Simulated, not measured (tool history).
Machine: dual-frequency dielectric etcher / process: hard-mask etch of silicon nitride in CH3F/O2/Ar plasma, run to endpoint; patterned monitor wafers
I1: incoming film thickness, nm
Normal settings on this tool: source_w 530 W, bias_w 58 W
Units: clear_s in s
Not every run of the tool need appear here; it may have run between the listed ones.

{"run": 1, "day": 0.0, "source_w": 500, "bias_w": 58, "I1": 47.65, "clear_s": 65.3}
{"run": 2, "day": 2.496, "source_w": 530, "bias_w": 67, "I1": 48.11, "clear_s": 59.9}
{"run": 3, "day": 4.017, "source_w": 530, "bias_w": 67, "I1": 47.74, "clear_s": 59.2}
{"run": 4, "day": 5.317, "source_w": 530, "bias_w": 67, "I1": 47.63, "clear_s": 59.1}
{"run": 5, "day": 6.767, "source_w": 530, "bias_w": 58, "I1": 47.68, "clear_s": 63.4}
{"day": 8.008, "done": "wet clean of the chamber"}
{"run": 6, "day": 8.104, "source_w": 530, "bias_w": 58, "I1": 47.34, "clear_s": 66.1}
{"run": 7, "day": 9.242, "source_w": 530, "bias_w": 58, "I1": 47.55, "clear_s": 65.7}
{"run": 8, "day": 11.408, "source_w": 530, "bias_w": 66, "I1": 47.75, "clear_s": 61.6}
{"run": 9, "day": 13.012, "source_w": 530, "bias_w": 66, "I1": 48.05, "clear_s": 61.1}
{"run": 10, "day": 14.246, "source_w": 530, "bias_w": 66, "I1": 47.79, "clear_s": 60.6}
{"run": 11, "day": 17.121, "source_w": 530, "bias_w": 58, "I1": 47.88, "clear_s": 64.9}
{"run": 12, "day": 19.329, "source_w": 530, "bias_w": 58, "I1": 47.91, "clear_s": 64.9}
{"run": 13, "day": 21.671, "source_w": 530, "bias_w": 58, "I1": 48.04, "clear_s": 64.9}
{"run": 14, "day": 23.321, "source_w": 530, "bias_w": 48, "I1": 47.77, "clear_s": 71.7}
{"day": 23.95, "done": "source power generator calibrated"}
{"run": 15, "day": 24.592, "source_w": 450, "bias_w": 52, "I1": 47.62, "clear_s": 69.6}
{"day": 27.042, "done": "wet clean of the chamber"}
{"run": 16, "day": 27.062, "source_w": 530, "bias_w": 47, "I1": 47.57, "clear_s": 72.6}
{"day": 27.908, "done": "bias power generator calibrated"}
{"run": 17, "day": 28.325, "source_w": 440, "bias_w": 66, "I1": 47.62, "clear_s": 63.7}
{"run": 18, "day": 30.525, "source_w": 530, "bias_w": 58, "I1": 47.68, "clear_s": 65.6}
{"run": 19, "day": 32.717, "source_w": 450, "bias_w": 71, "I1": 47.99, "clear_s": 61.3}
{"run": 20, "day": 33.879, "source_w": 530, "bias_w": 58, "I1": 48.24, "clear_s": 65.3}
{"run": 21, "day": 34.954, "source_w": 530, "bias_w": 58, "I1": 47.65, "clear_s": 64.7}
{"run": 22, "day": 36.033, "source_w": 460, "bias_w": 46, "I1": 48.64, "clear_s": 76.3}
{"day": 38.292, "done": "upper electrode replaced"}
{"run": 23, "day": 38.312, "source_w": 530, "bias_w": 58, "I1": 47.59, "clear_s": 63.6}
{"run": 24, "day": 45.179, "source_w": 560, "bias_w": 71, "I1": 47.88, "clear_s": 56.8}
{"day": 46.546, "done": "wet clean of the chamber"}
{"run": 25, "day": 52.204, "source_w": 630, "bias_w": 54, "I1": 47.83, "clear_s": 65.2}
{"run": 26, "day": 54.754, "source_w": 460, "bias_w": 70, "I1": 47.78, "clear_s": 61}
{"run": 27, "day": 55.992, "source_w": 610, "bias_w": 58, "I1": 48.53, "clear_s": 63.9}
{"run": 28, "day": 58.321, "source_w": 640, "bias_w": 51, "I1": 48.07, "clear_s": 66.8}
{"run": 29, "day": 60.504, "source_w": 530, "bias_w": 58, "I1": 47.81, "clear_s": 64.6}
{"run": 30, "day": 61.683, "source_w": 600, "bias_w": 69, "I1": 48.3, "clear_s": 58.9}
{"run": 31, "day": 63.488, "source_w": 530, "bias_w": 45, "I1": 47.94, "clear_s": 73.8}
{"day": 65.529, "done": "wet clean of the chamber"}
{"run": 32, "day": 65.996, "source_w": 590, "bias_w": 52, "I1": 47.49, "clear_s": 67}
{"run": 33, "day": 68.192, "source_w": 590, "bias_w": 65, "I1": 48.16, "clear_s": 60.2}
{"run": 34, "day": 70.225, "source_w": 650, "bias_w": 58, "I1": 47.39, "clear_s": 61}
{"run": 35, "day": 72.983, "source_w": 530, "bias_w": 46, "I1": 48.18, "clear_s": 72.7}

What if the next run were any one of these 4? Each begins from the tool's condition after run 35:
{"run": "A", "day": 73.0, "source_w": 530, "bias_w": 58, "I1": 48.41, "clear_s": "?"}
{"run": "B", "day": 73.0, "source_w": 530, "bias_w": 62, "I1": 48.41, "clear_s": "?"}
{"run": "C", "day": 73.0, "source_w": 430, "bias_w": 66, "I1": 48.41, "clear_s": "?"}
{"run": "D", "day": 73.0, "source_w": 600, "bias_w": 68, "I1": 48.41, "clear_s": "?"}

run=A clear_s=65.1
run=B clear_s=63
run=C clear_s=64
run=D clear_s=58.6
Without the tool's unlogged condition, the same runs would have read:
run=A clear_s=66.5
run=B clear_s=64.4
run=C clear_s=65.4
run=D clear_s=59.8
